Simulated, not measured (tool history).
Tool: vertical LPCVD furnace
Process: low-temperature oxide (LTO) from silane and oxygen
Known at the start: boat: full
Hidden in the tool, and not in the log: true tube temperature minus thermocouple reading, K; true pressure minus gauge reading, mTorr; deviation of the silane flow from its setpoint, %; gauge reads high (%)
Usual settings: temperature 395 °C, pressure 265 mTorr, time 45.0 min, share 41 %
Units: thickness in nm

run,hour,temperature,pressure,time,share,wafers since the last listed run,hours since the last temperature calibration,hours since the pressure gauge was zeroed,hours since the silane flow controller was replaced,hours since the gauge calibration,"read-back reference wafer on the same gauge, thickness",thickness
1,0.0,395,265,45.0,41,0,1733.7,365.8,2898.0,805.1,407.88,464.82
2,71.6,395,265,45.0,41,958,1805.3,437.4,2969.6,876.7,408.00,461.79
3,139.1,395,265,45.0,41,903,1872.8,504.9,3037.1,944.2,407.77,461.29
4,194.5,395,265,45.0,47,741,1928.2,560.3,3092.5,999.6,408.21,540.78
5,238.8,395,265,45.0,47,593,1972.5,604.6,3136.8,1043.9,407.96,538.79
6,309.9,395,265,45.0,47,952,2043.6,675.7,3207.9,1115.0,408.02,536.84
7,353.3,392,265,45.0,39,581,2087.0,719.1,3251.3,1158.4,408.02,417.76
8,527.9,392,265,45.0,39,2338,2261.6,893.7,3425.9,1333.0,407.96,415.69
9,558.5,395,265,45.0,41,409,2292.2,924.3,3456.5,1363.6,407.97,459.03
10,625.5,395,265,45.0,41,897,2359.2,991.3,3523.5,1430.6,407.87,457.94
11,672.3,395,265,45.0,41,626,2406.0,1038.1,3570.3,1477.4,408.10,455.00
12,715.6,395,265,45.0,41,579,2449.3,1081.4,3613.6,1520.7,408.27,457.80
13,753.2,395,265,45.0,41,503,2486.9,1119.0,3651.2,1558.3,408.03,456.42
14,789.6,395,250,49.5,41,487,2523.3,1155.4,3687.6,1594.7,407.90,471.77
# hour 850.1: thermocouples replaced and temperature profile calibrated
15,990.0,395,265,45.0,41,2362,139.9,1355.8,3888.0,1795.1,407.73,454.34
16,1058.4,406,305,30.5,36,915,208.3,1424.2,3956.4,1863.5,407.97,340.31
17,1099.6,395,265,45.0,41,551,249.5,1465.4,3997.6,1904.7,408.17,454.70
18,1123.9,404,205,31.0,48,325,273.8,1489.7,4021.9,1929.0,408.09,317.25
19,1164.2,384,265,38.5,49,539,314.1,1530.0,4062.2,1969.3,408.12,420.16
# hour 1231.4: gauge calibrated
20,1234.6,384,235,34.0,48,942,384.5,1600.4,4132.6,3.2,407.90,321.59
21,1264.9,388,265,45.0,44,405,414.8,1630.7,4162.9,33.5,408.01,456.66
# hour 1348.4: silane flow controller replaced
22,1348.9,404,265,45.0,41,803,498.8,1714.7,0.5,117.5,408.25,522.14

Forecast run 23:
# hour 1373.3: pressure gauge zeroed
23,1373.8,395,265,45.0,37,12,523.7,0.5,25.4,142.4,?,?

read-back reference wafer on the same gauge, thickness: 407.85
thickness: 419.68 nm
Without the tool's hidden state the same run would have given thickness 419.74 nm.

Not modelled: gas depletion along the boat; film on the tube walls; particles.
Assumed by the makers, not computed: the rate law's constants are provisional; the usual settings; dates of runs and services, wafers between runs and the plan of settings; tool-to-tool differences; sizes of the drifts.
